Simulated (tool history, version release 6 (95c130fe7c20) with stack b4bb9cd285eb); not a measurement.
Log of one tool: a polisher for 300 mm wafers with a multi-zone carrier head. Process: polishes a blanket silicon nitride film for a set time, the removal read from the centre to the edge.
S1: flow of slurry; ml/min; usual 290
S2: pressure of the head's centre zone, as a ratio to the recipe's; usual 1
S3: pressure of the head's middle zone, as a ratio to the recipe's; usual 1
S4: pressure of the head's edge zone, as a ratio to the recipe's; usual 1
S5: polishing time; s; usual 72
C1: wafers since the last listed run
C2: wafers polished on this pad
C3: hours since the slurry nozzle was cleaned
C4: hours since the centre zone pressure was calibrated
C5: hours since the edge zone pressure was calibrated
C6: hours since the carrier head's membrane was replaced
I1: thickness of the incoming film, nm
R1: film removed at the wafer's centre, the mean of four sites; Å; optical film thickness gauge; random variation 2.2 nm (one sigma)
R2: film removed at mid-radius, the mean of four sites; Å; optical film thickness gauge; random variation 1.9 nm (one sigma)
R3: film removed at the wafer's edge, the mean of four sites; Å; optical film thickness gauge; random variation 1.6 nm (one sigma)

Run 1, hour 0: usual settings; C1 0; C2 3913; C3 442.1; C4 65.4; C5 558.8; C6 602; I1 523.5. Result: R1 1537 Å, R2 1572 Å, R3 1553 Å.
At hour 30.9: worn pad replaced by a new one.
At hour 64.3: slurry nozzle cleaned.
Run 2, hour 66.3: usual settings but S1 350 ml/min, S2 1.12, S4 1.04, S5 57 s; C1 427; C2 240; C3 2; C4 131.7; C5 625.1; C6 668.3; I1 533. Result: R1 1519 Å, R2 1402 Å, R3 1323 Å.
Run 3, hour 107.9: usual settings but S2 0.97; C1 290; C2 530; C3 43.6; C4 173.3; C5 666.7; C6 709.9; I1 535.2. Result: R1 1619 Å, R2 1720 Å, R3 1631 Å.
Run 4, hour 145.5: usual settings but S1 245 ml/min, S2 1.06, S3 1.06, S4 1.1; C1 262; C2 792; C3 81.2; C4 210.9; C5 704.3; C6 747.5; I1 532.2. Result: R1 1716 Å, R2 1778 Å, R3 1693 Å.
Run 5, hour 209.9: usual settings but S4 0.91; C1 449; C2 1242; C3 145.6; C4 275.3; C5 768.7; C6 811.9; I1 527.6. Result: R1 1634 Å, R2 1674 Å, R3 1511 Å.
Run 6, hour 243.3: usual settings; C1 233; C2 1475; C3 179; C4 308.7; C5 802.1; C6 845.3; I1 529.1. Result: R1 1632 Å, R2 1711 Å, R3 1615 Å.
At hour 254.7: edge zone pressure recalibrated.
Run 7, hour 283.5: usual settings but S1 330 ml/min, S2 1.07, S4 0.96, S5 81 s; C1 266; C2 1742; C3 219.2; C4 348.9; C5 28.8; C6 885.5; I1 521.6. Result: R1 2016 Å, R2 1925 Å, R3 1793 Å.
Run 8, hour 405.2: usual settings; C1 849; C2 2591; C3 340.9; C4 470.6; C5 150.5; C6 1007.2; I1 518.9. Result: R1 1565 Å, R2 1652 Å, R3 1589 Å.
Run 9, hour 459.7: usual settings but S3 1.1; C1 380; C2 2972; C3 395.4; C4 525.1; C5 205; C6 1061.7; I1 528.4. Result: R1 1612 Å, R2 1829 Å, R3 1593 Å.
At hour 499: worn pad replaced by a new one.
Run 10, hour 499.5: usual settings but S2 1.07; C1 249; C2 3; C3 435.2; C4 564.9; C5 244.8; C6 1101.5; I1 534. Result: R1 1686 Å, R2 1593 Å, R3 1560 Å.
Run 11, hour 561.3: usual settings but S1 190 ml/min, S2 0.89, S3 1.07; C1 431; C2 434; C3 497; C4 626.7; C5 306.6; C6 1163.3; I1 527.4. Result: R1 1156 Å, R2 1553 Å, R3 1427 Å.
At hour 572.1: centre zone pressure recalibrated.
At hour 574.7: slurry nozzle cleaned.
Run 12, hour 611.7: usual settings but S2 0.93, S4 1.05; C1 330; C2 765; C3 37; C4 39.6; C5 357; C6 1213.7; I1 534.8. Result: R1 1531 Å, R2 1746 Å, R3 1711 Å.
Run 13, hour 677.9: usual settings; C1 462; C2 1227; C3 103.2; C4 105.8; C5 423.2; C6 1279.9; I1 528.7. Result: R1 1646 Å, R2 1685 Å, R3 1595 Å.
Run 14, hour 734.2: usual settings; C1 392; C2 1620; C3 159.5; C4 162.1; C5 479.5; C6 1336.2; I1 529.3. Result: R1 1615 Å, R2 1678 Å, R3 1608 Å.
Run 15, hour 779.6: usual settings but S1 245 ml/min; C1 316; C2 1937; C3 204.9; C4 207.5; C5 524.9; C6 1381.6; I1 527.5. Result: R1 1605 Å, R2 1646 Å, R3 1584 Å.
Run 16, hour 848.4: usual settings but S1 385 ml/min; C1 480; C2 2418; C3 273.7; C4 276.3; C5 593.7; C6 1450.4; I1 533.9. Result: R1 1724 Å, R2 1729 Å, R3 1662 Å.
Run 17, hour 902.1: usual settings but S1 360 ml/min, S5 90 s; C1 374; C2 2792; C3 327.4; C4 330; C5 647.4; C6 1504.1; I1 531.1. Result: R1 2115 Å, R2 2142 Å, R3 2050 Å.

The next listed run, before its measurement:
Run 18, hour 935.3: usual settings but S3 0.96, S4 1.11; C1 231; C2 3024; C3 360.6; C4 363.2; C5 680.6; C6 1537.3; I1 521.7. Result: R1 ?, R2 ?, R3 ?.

Run 18 gave R1 1606 Å, R2 1548 Å, R3 1688 Å.
Without the tool's hidden state the same run would have given R1 1695 Å, R2 1626 Å, R3 1751 Å.
